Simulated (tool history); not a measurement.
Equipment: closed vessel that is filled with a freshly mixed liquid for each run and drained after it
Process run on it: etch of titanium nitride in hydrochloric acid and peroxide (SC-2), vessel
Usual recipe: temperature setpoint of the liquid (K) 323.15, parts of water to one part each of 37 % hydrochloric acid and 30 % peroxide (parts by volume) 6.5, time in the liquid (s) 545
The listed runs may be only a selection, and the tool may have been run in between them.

| run | hour | temperature setpoint of the liquid (K) | parts of water to one part each of 37 % hydrochloric acid and 30 % peroxide (parts by volume) | time in the liquid (s) | wafers since the last listed run | hours since the thermometer was replaced | hours since the chemicals flow meter was replaced | hours since the drum of peroxide was connected | hours since the gauge calibration | read-back film thickness of the titanium nitride reference wafer, read on the same gauge (nm) | thickness taken off the titanium nitride on a monitor wafer (nm) |
|---|---|---|---|---|---|---|---|---|---|---|---|
| 1 | 0 | 316.65 | 6.5 | 545 | 0 | 583.8 | 961 | 850.8 | 533.2 | 100.02 | 8.44 |
| 2 | 41.7 | 323.15 | 6.5 | 740 | 3820 | 625.5 | 1002.7 | 892.5 | 574.9 | 99.99 | 17.97 |
| 3 | 97 | 323.15 | 6.5 | 740 | 5067 | 680.8 | 1058 | 947.8 | 630.2 | 100.03 | 17.74 |
|  | 119.5 | new drum of peroxide connected |
| 4 | 153.3 | 323.15 | 8.5 | 380 | 5067 | 737.1 | 1114.3 | 33.8 | 686.5 | 100.03 | 7.45 |
|  | 206.2 | thermometer replaced |
| 5 | 217 | 323.15 | 8.5 | 380 | 5745 | 10.8 | 1178 | 97.5 | 750.2 | 100.03 | 7.49 |
| 6 | 283.6 | 323.15 | 6.5 | 545 | 6102 | 77.4 | 1244.6 | 164.1 | 816.8 | 99.99 | 13.16 |
| 7 | 409.1 | 323.15 | 6.5 | 545 | 11499 | 202.9 | 1370.1 | 289.6 | 942.3 | 100.01 | 13.3 |
| 8 | 462.7 | 323.15 | 6.5 | 545 | 4911 | 256.5 | 1423.7 | 343.2 | 995.9 | 100.01 | 13.37 |
| 9 | 532.3 | 323.15 | 9 | 545 | 6377 | 326.1 | 1493.3 | 412.8 | 1065.5 | 100 | 10.34 |
| 10 | 606.9 | 323.15 | 6.5 | 545 | 6835 | 400.7 | 1567.9 | 487.4 | 1140.1 | 99.98 | 13.3 |
| 11 | 660.9 | 323.15 | 6.5 | 545 | 4947 | 454.7 | 1621.9 | 541.4 | 1194.1 | 99.97 | 13.3 |
| 12 | 703.7 | 323.15 | 6.5 | 545 | 3921 | 497.5 | 1664.7 | 584.2 | 1236.9 | 99.96 | 13.29 |
|  | 765.2 | gauge calibrated |
| 13 | 780.5 | 318.65 | 9 | 730 | 7037 | 574.3 | 1741.5 | 661 | 15.3 | 100.04 | 10.21 |
|  | 826.3 | chemicals flow meter replaced |
| 14 | 827.4 | 323.15 | 5.5 | 545 | 4205 | 621.2 | 1.1 | 707.9 | 62.2 | 100 | 15.73 |
| 15 | 914.9 | 326.65 | 8 | 780 | 8017 | 708.7 | 88.6 | 795.4 | 149.7 | 99.99 | 22.02 |
|  | 938 | new drum of peroxide connected |
|  | 973.2 | thermometer replaced |
| 16 | 1015.1 | 323.15 | 6.5 | 545 | 8997 | 41.9 | 188.8 | 77.1 | 249.9 | 100.03 | 14.13 |
| 17 | 1078.3 | 318.15 | 9 | 645 | 5790 | 105.1 | 252 | 140.3 | 313.1 | 100 | 9.33 |
|  | 1080 | chemicals flow meter replaced, repeated, since the last time left the tool worse |
| 18 | 1140.5 | 323.15 | 6.5 | 745 | 5607 | 167.3 | 60.5 | 202.5 | 375.3 | 100 | 17.54 |
| 19 | 1186.1 | 323.15 | 6.5 | 545 | 4178 | 212.9 | 106.1 | 248.1 | 420.9 | 99.99 | 12.73 |
| 20 | 1286.6 | 323.15 | 6.5 | 545 | 9208 | 313.4 | 206.6 | 348.6 | 521.4 | 99.97 | 12.84 |
| 21 | 1363.6 | 323.15 | 5.5 | 380 | 7055 | 390.4 | 283.6 | 425.6 | 598.4 | 99.96 | 10.09 |
| 22 | 1402 | 323.15 | 6.5 | 640 | 3518 | 428.8 | 322 | 464 | 636.8 | 100 | 15.16 |

4 options for the next run, each taken on its own from the tool as it stands now. Forecast them:
| A | 1402.8 | 323.15 | 6.5 | 545 | 73 | 429.6 | 322.8 | 464.8 | 637.6 | ? | ? |
| B | 1402.8 | 326.65 | 9.5 | 545 | 73 | 429.6 | 322.8 | 464.8 | 637.6 | ? | ? |
| C | 1402.8 | 320.65 | 4 | 245 | 73 | 429.6 | 322.8 | 464.8 | 637.6 | ? | ? |
| D | 1402.8 | 323.15 | 4 | 545 | 73 | 429.6 | 322.8 | 464.8 | 637.6 | ? | ? |

| run | read-back film thickness of the titanium nitride reference wafer, read on the same gauge (nm) | thickness taken off the titanium nitride on a monitor wafer (nm) |
|---|---|---|
| A | 100 | 13.01 |
| B | 100 | 12.12 |
| C | 100 | 6.99 |
| D | 100 | 18.4 |
The same runs, with their run-to-run variation unchanged, on a tool lacking any hidden condition would have given:
| run | thickness taken off the titanium nitride on a monitor wafer (nm) |
|---|---|
| A | 12.87 |
| B | 11.98 |
| C | 6.93 |
| D | 18.23 |
